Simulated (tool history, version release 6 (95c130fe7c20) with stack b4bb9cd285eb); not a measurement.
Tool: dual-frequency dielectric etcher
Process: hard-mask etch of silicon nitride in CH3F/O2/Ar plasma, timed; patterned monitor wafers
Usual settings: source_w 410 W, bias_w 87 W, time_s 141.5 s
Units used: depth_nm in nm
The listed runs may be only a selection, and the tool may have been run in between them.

run,day,source_w,bias_w,time_s,wafers since the last listed run,hours since the last wet clean,hours since the last source power generator calibration,hours since the last bias power generator calibration,hours since the last upper electrode change,hours since the gauge calibration,"read-back reference wafer on the same gauge, depth_nm",depth_nm
1,0,410,87,141.5,0,322,2144.1,3394.1,4510.9,244,103.9,112.8
2,0.708,410,87,141.5,106,339,2161.1,3411.1,4527.9,261,104,113
3,1.233,410,87,141.5,79,351.6,2173.7,3423.7,4540.5,273.6,103.8,113
# day 2.35: wet clean of the chamber
4,2.371,410,87,163,20,0.5,2201,3451,4567.8,300.9,103.8,129.8
5,2.85,410,87,163,72,12,2212.5,3462.5,4579.3,312.4,103.8,129.5
6,4.283,360,87,141.5,215,46.4,2246.9,3496.9,4613.7,346.8,103.5,106.6
7,5.775,410,87,124,224,82.2,2282.7,3532.7,4649.5,382.6,103.5,98.6
8,6.988,410,87,124,182,111.3,2311.8,3561.8,4678.6,411.7,103.3,98.5
9,8.362,410,87,141.5,206,144.3,2344.8,3594.8,4711.6,444.7,103.3,112.5
# day 10.438: bias power generator calibrated
10,11.704,410,87,141.5,477,224.5,2425,30.4,4791.8,524.9,102.8,111
11,12.496,410,87,141.5,119,243.5,2444,49.4,4810.8,543.9,102.7,111.3
12,13.392,410,87,141.5,134,265,2465.5,70.9,4832.3,565.4,102.5,112.1
13,14.592,410,87,141.5,180,293.8,2494.3,99.7,4861.1,594.2,102.2,111
# day 16.45: wet clean of the chamber
14,16.471,460,87,109.5,132,0.5,2539.4,144.8,4906.2,639.3,101.9,89.8
15,16.583,460,87,176,16,3.2,2542.1,147.5,4908.9,642,102.1,145.5
16,17.708,410,87,141.5,169,30.2,2569.1,174.5,4935.9,669,101.8,111.1
17,18.821,360,68,167.5,167,56.9,2595.8,201.2,4962.6,695.7,101.5,112.9

Run 18 is up next; what results do you expect?
# day 20.058: gauge calibrated
# day 20.162: source power generator calibrated
# day 20.7: upper electrode replaced
18,20.721,510,87,121,179,102.5,13.4,246.8,0.5,15.9,?,?

Run 18 came out at read-back reference wafer on the same gauge, depth_nm 104.4, depth_nm 106.4 nm.
Were there no unlogged condition in the tool, this run, its random variation unchanged, would have produced depth_nm 106 nm.
